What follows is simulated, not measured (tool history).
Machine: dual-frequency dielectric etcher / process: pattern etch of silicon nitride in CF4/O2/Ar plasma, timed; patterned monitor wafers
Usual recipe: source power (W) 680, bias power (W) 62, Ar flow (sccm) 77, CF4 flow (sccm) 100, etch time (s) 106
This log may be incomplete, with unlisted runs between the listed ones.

run,hour,source power (W),bias power (W),Ar flow (sccm),CF4 flow (sccm),etch time (s),"read-back reference wafer on the same gauge, depth_nm",mean etch depth across the wafer (angstrom)
1,0,680,62,77,100,97.5,302.9,2668
2,58.8,810,62,77,100,106,303.1,3467
3,113.3,810,62,77,100,106,302.9,3477
# hour 140.6: gauge calibrated
# hour 183.4: source power generator calibrated
4,204.6,680,62,77,100,106,303.1,3004
5,311.5,680,62,77,100,106,303.1,3014
6,361.7,680,62,77,100,106,303,3009
# hour 449.6: wet clean of the chamber
7,450.1,680,62,88,100,106,303.2,2935
8,497.8,770,62,77,108,132,302.8,4293
# hour 597: Ar flow controller replaced
9,721.3,680,62,82,100,106,302.9,2972
# hour 813.9: bias power generator calibrated
10,821.7,770,62,69,100,106,302.9,3456
11,887.3,560,55,77,100,106,302.7,2350
12,951.6,570,62,63,80,80.5,303.1,1906
# hour 1051.4: wet clean of the chamber
13,1051.9,510,62,77,88,75,303,1533
14,1106.3,680,62,89,100,93.5,302.6,2579
15,1156.2,680,77,77,100,106,302.9,3203
16,1237.3,680,62,77,100,106,303,2977
17,1326,680,52,77,100,129.5,302.9,3465
18,1418.8,680,62,77,100,106,303.1,2995
19,1467.2,680,73,83,106,106,303,3103
20,1523,590,62,88,100,106,303.1,2498
21,1582.3,680,62,64,85,106,303,3033
22,1628.2,680,62,77,100,106,303,2970

3 ways to go on from here, each from the tool as it stands after run 22. What would each give?
A,1628.6,730,62,77,100,106,?,?
B,1628.6,590,52,77,100,106,?,?
C,1628.6,680,57,77,123,74.5,?,?

run,"read-back reference wafer on the same gauge, depth_nm",mean etch depth across the wafer (angstrom)
A,302.9,3206
B,302.9,2436
C,302.9,2083
Without the tool's unlogged condition, the same runs would have read:
run,mean etch depth across the wafer (angstrom)
A,3249
B,2468
C,2111
